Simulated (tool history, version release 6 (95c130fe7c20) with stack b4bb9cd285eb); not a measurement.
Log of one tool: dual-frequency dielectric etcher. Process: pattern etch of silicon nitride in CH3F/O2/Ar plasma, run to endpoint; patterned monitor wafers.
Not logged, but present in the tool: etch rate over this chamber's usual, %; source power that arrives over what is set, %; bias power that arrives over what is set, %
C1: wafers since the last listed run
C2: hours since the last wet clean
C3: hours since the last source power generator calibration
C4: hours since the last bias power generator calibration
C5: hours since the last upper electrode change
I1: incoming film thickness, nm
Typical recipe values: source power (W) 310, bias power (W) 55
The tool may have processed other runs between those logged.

{"run": 1, "hour": 0.0, "source power (W)": 310, "bias power (W)": 61, "C1": 0, "C2": 151.2, "C3": 2460.1, "C4": 3044.3, "C5": 4275.4, "I1": 34.7, "endpoint time (s)": 62.7}
{"run": 2, "hour": 23.8, "source power (W)": 310, "bias power (W)": 55, "C1": 341, "C2": 175.0, "C3": 2483.9, "C4": 3068.1, "C5": 4299.2, "I1": 34.79, "endpoint time (s)": 65.8}
{"run": 3, "hour": 72.6, "source power (W)": 310, "bias power (W)": 55, "C1": 700, "C2": 223.8, "C3": 2532.7, "C4": 3116.9, "C5": 4348.0, "I1": 34.79, "endpoint time (s)": 65.1}
{"run": 4, "hour": 85.3, "source power (W)": 310, "bias power (W)": 55, "C1": 182, "C2": 236.5, "C3": 2545.4, "C4": 3129.6, "C5": 4360.7, "I1": 34.46, "endpoint time (s)": 65.2}
{"run": 5, "hour": 107.5, "source power (W)": 310, "bias power (W)": 55, "C1": 318, "C2": 258.7, "C3": 2567.6, "C4": 3151.8, "C5": 4382.9, "I1": 34.3, "endpoint time (s)": 64.7}
{"hour": 124.2, "done": "bias power generator calibrated"}
{"run": 6, "hour": 136.2, "source power (W)": 310, "bias power (W)": 55, "C1": 354, "C2": 287.4, "C3": 2596.3, "C4": 12.0, "C5": 4411.6, "I1": 34.57, "endpoint time (s)": 65.4}
{"run": 7, "hour": 168.0, "source power (W)": 310, "bias power (W)": 55, "C1": 456, "C2": 319.2, "C3": 2628.1, "C4": 43.8, "C5": 4443.4, "I1": 34.11, "endpoint time (s)": 65.0}
{"hour": 185.0, "done": "source power generator calibrated"}
{"hour": 197.8, "done": "upper electrode replaced"}
{"run": 8, "hour": 198.3, "source power (W)": 310, "bias power (W)": 55, "C1": 194, "C2": 349.5, "C3": 13.3, "C4": 74.1, "C5": 0.5, "I1": 34.97, "endpoint time (s)": 66.0}
{"run": 9, "hour": 223.4, "source power (W)": 310, "bias power (W)": 55, "C1": 360, "C2": 374.6, "C3": 38.4, "C4": 99.2, "C5": 25.6, "I1": 34.59, "endpoint time (s)": 65.8}

Estimate the outcome of run 10 from the log above:
{"run": 10, "hour": 240.7, "source power (W)": 360, "bias power (W)": 55, "C1": 248, "C2": 391.9, "C3": 55.7, "C4": 116.5, "C5": 42.9, "I1": 34.71, "endpoint time (s)": "?"}

endpoint time (s): 61.0
Had the tool carried no hidden state, the very same run would have given endpoint time (s) 60.1.
